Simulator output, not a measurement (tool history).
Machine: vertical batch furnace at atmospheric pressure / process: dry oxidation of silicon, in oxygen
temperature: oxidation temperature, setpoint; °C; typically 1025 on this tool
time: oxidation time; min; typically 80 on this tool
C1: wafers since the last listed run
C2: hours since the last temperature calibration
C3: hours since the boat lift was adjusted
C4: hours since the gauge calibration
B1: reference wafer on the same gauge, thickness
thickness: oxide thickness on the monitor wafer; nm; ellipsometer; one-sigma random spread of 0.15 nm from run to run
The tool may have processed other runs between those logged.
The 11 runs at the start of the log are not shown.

{"run": 12, "hour": 317.5, "temperature": 1025, "time": 80, "C1": 395, "C2": 3175.1, "C3": 3181.6, "C4": 585.1, "B1": 114.2, "thickness": 98.69}
{"run": 13, "hour": 396.8, "temperature": 1025, "time": 106.5, "C1": 965, "C2": 3254.4, "C3": 3260.9, "C4": 664.4, "B1": 114.25, "thickness": 113.93}
{"run": 14, "hour": 414.1, "temperature": 1025, "time": 106.5, "C1": 210, "C2": 3271.7, "C3": 3278.2, "C4": 681.7, "B1": 114.2, "thickness": 114.18}
{"run": 15, "hour": 426.2, "temperature": 1030, "time": 80, "C1": 147, "C2": 3283.8, "C3": 3290.3, "C4": 693.8, "B1": 114.14, "thickness": 101.48}
{"run": 16, "hour": 440.0, "temperature": 1030, "time": 80, "C1": 168, "C2": 3297.6, "C3": 3304.1, "C4": 707.6, "B1": 114.2, "thickness": 101.68}
{"run": 17, "hour": 467.2, "temperature": 1030, "time": 80, "C1": 331, "C2": 3324.8, "C3": 3331.3, "C4": 734.8, "B1": 114.21, "thickness": 101.66}
{"run": 18, "hour": 480.8, "temperature": 1025, "time": 80, "C1": 165, "C2": 3338.4, "C3": 3344.9, "C4": 748.4, "B1": 114.21, "thickness": 98.45}
{"run": 19, "hour": 499.3, "temperature": 1025, "time": 80, "C1": 225, "C2": 3356.9, "C3": 3363.4, "C4": 766.9, "B1": 114.29, "thickness": 98.6}
{"run": 20, "hour": 517.9, "temperature": 1016, "time": 115, "C1": 226, "C2": 3375.5, "C3": 3382, "C4": 785.5, "B1": 114.13, "thickness": 111.71}
{"run": 21, "hour": 537.7, "temperature": 1004, "time": 116.5, "C1": 241, "C2": 3395.3, "C3": 3401.8, "C4": 805.3, "B1": 114.26, "thickness": 104.12}
{"run": 22, "hour": 558.9, "temperature": 1010, "time": 66.5, "C1": 258, "C2": 3416.5, "C3": 3423, "C4": 826.5, "B1": 114.22, "thickness": 82.47}
{"run": 23, "hour": 590.2, "temperature": 1025, "time": 57.5, "C1": 381, "C2": 3447.8, "C3": 3454.3, "C4": 857.8, "B1": 114.2, "thickness": 84.38}
{"hour": 645.3, "done": "thermocouples replaced and temperature profile calibrated"}
{"run": 24, "hour": 645.8, "temperature": 1000, "time": 63, "C1": 384, "C2": 0.5, "C3": 3509.9, "C4": 913.4, "B1": 114.17, "thickness": 74.92}
{"run": 25, "hour": 658.5, "temperature": 1016, "time": 91, "C1": 154, "C2": 13.2, "C3": 3522.6, "C4": 926.1, "B1": 114.17, "thickness": 96.88}
{"hour": 669.5, "done": "gauge calibrated"}
{"run": 26, "hour": 681.0, "temperature": 1004, "time": 64.5, "C1": 274, "C2": 35.7, "C3": 3545.1, "C4": 11.5, "B1": 114.2, "thickness": 77.37}
{"run": 27, "hour": 708.2, "temperature": 1025, "time": 65, "C1": 331, "C2": 62.9, "C3": 3572.3, "C4": 38.7, "B1": 114.12, "thickness": 87.35}
{"hour": 750.8, "done": "boat lift adjusted"}
{"run": 28, "hour": 751.3, "temperature": 1001, "time": 80, "C1": 232, "C2": 106, "C3": 0.5, "C4": 81.8, "B1": 114.3, "thickness": 85.2}
{"run": 29, "hour": 756.9, "temperature": 1015, "time": 105, "C1": 68, "C2": 111.6, "C3": 6.1, "C4": 87.4, "B1": 114.2, "thickness": 105.86}
{"run": 30, "hour": 778.3, "temperature": 1046, "time": 96, "C1": 260, "C2": 133, "C3": 27.5, "C4": 108.8, "B1": 114.2, "thickness": 123.54}
{"run": 31, "hour": 792.3, "temperature": 1025, "time": 80, "C1": 170, "C2": 147, "C3": 41.5, "C4": 122.8, "B1": 114.17, "thickness": 98.52}
{"run": 32, "hour": 815.8, "temperature": 1012, "time": 70, "C1": 286, "C2": 170.5, "C3": 65, "C4": 146.3, "B1": 114.16, "thickness": 85.42}
{"run": 33, "hour": 905.3, "temperature": 1025, "time": 80, "C1": 1089, "C2": 260, "C3": 154.5, "C4": 235.8, "B1": 114.22, "thickness": 98.57}
{"run": 34, "hour": 926.2, "temperature": 1009, "time": 107, "C1": 254, "C2": 280.9, "C3": 175.4, "C4": 256.7, "B1": 114.22, "thickness": 102.89}
{"run": 35, "hour": 954.1, "temperature": 1032, "time": 66.5, "C1": 339, "C2": 308.8, "C3": 203.3, "C4": 284.6, "B1": 114.18, "thickness": 93.64}
{"run": 36, "hour": 966.4, "temperature": 1025, "time": 99.5, "C1": 149, "C2": 321.1, "C3": 215.6, "C4": 296.9, "B1": 114.25, "thickness": 110.03}

Forecast each of these 4 alternatives for the next run:
{"run": "A", "hour": 972.1, "temperature": 1025, "time": 111, "C1": 69, "C2": 326.8, "C3": 221.3, "C4": 302.6, "B1": "?", "thickness": "?"}
{"run": "B", "hour": 972.1, "temperature": 1010, "time": 118.5, "C1": 69, "C2": 326.8, "C3": 221.3, "C4": 302.6, "B1": "?", "thickness": "?"}
{"run": "C", "hour": 972.1, "temperature": 1002, "time": 101.5, "C1": 69, "C2": 326.8, "C3": 221.3, "C4": 302.6, "B1": "?", "thickness": "?"}
{"run": "D", "hour": 972.1, "temperature": 1007, "time": 62.5, "C1": 69, "C2": 326.8, "C3": 221.3, "C4": 302.6, "B1": "?", "thickness": "?"}

run=A B1=114.16 thickness=116.21
run=B B1=114.16 thickness=108.99
run=C B1=114.16 thickness=95.75
run=D B1=114.16 thickness=79.05
Without the tool's unlogged condition, the same runs would have read:
run=A thickness=115.8
run=B thickness=108.6
run=C thickness=95.43
run=D thickness=78.82
